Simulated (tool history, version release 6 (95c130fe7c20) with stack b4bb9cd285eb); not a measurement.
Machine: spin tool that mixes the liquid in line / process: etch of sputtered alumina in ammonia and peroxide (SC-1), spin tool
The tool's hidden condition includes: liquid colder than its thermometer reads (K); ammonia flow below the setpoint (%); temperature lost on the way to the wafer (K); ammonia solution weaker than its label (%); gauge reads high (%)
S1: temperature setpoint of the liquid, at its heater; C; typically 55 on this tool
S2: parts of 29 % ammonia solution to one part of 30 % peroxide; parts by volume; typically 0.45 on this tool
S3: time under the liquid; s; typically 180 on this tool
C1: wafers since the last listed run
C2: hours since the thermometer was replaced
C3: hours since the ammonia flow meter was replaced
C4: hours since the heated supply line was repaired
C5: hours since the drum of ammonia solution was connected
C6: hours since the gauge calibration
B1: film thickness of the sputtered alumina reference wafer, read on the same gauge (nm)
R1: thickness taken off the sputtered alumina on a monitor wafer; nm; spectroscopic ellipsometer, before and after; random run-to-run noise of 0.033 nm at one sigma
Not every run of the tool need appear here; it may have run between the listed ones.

run   hour    S1    S2   S3   C1      C2      C3      C4     C5     C6     B1     R1
  1      0    55  0.45  180    0   863.6  1683.7   885.3  173.2  295.7     60   7.11
  2   67.4  48.5  0.45  180  530     931  1751.1   952.7  240.6  363.1  59.97   4.99
  3    133  48.5  0.45  180  516   996.6  1816.7  1018.3  306.2  428.7  60.01   5.01
  4  178.8    48  0.45  180  360  1042.4  1862.5  1064.1    352  474.5     60   4.85
  5  217.6    48  0.45  180  305  1081.2  1901.3  1102.9  390.8  513.3  60.02   4.86
     229.3  -- gauge calibrated
  6  257.3    55  0.45  180  312  1120.9    1941  1142.6  430.5     28  59.99   7.15
  7  287.7    55  0.45  180  239  1151.3  1971.4    1173  460.9   58.4     60   7.11
  8  350.3    55  0.45  180  492  1213.9    2034  1235.6  523.5    121     60   7.11
  9  423.5  52.5  0.45  120  576  1287.1  2107.2  1308.8  596.7  194.2  60.01   4.11
 10    450    55  0.45  180  208  1313.6  2133.7  1335.3  623.2  220.7  60.01    7.1
     500.7  -- thermometer replaced
 11  515.5  63.5   0.6  180  507    14.8  2199.2  1400.8  688.7  286.2  60.01  11.28
     529.2  -- ammonia flow meter replaced
     537.7  -- heated supply line repaired
 12  573.1    48  0.45  180  437    72.4    43.9    35.4  746.3  343.8  60.02   4.84
     589.6  -- new drum of ammonia solution connected
 13  623.3    55   0.4  105  387   122.6    94.1    85.6   33.7    394  59.98    4.1
 14  677.1    50  0.65  180  423   176.4   147.9   139.4   87.5  447.8  60.01   5.59
 15  714.2    55  0.35  180  292   213.5     185   176.5  124.6  484.9  59.97   6.89
 16  769.9  50.5  0.45  260  438   269.2   240.7   232.2  180.3  540.6  60.02   8.01
     776.7  -- gauge calibrated
 17  828.5    55   0.4  180  461   327.8   299.3   290.8  238.9   51.8  59.97   6.94
 18  871.7    55  0.35  180  340     371   342.5     334  282.1     95     60   6.94
 19    910  51.5   0.5  225  301   409.3   380.8   372.3  320.4  133.3     60   7.38
 20  947.7  49.5  0.55   80  296     447   418.5     410  358.1    171     60   2.37
 21  977.8    55  0.45  180  237   477.1   448.6   440.1  388.2  201.1     60   7.05

Exercise: give the hidden state of the tool at every run:
liquid colder than its thermometer reads (K): 0, the same for each run
ammonia flow below the setpoint (%): 0, the same for each run
temperature lost on the way to the wafer (K): 0, the same for each run
ammonia solution weaker than its label (%): 0, the same for each run
gauge reads high (%): 0, the same for each run
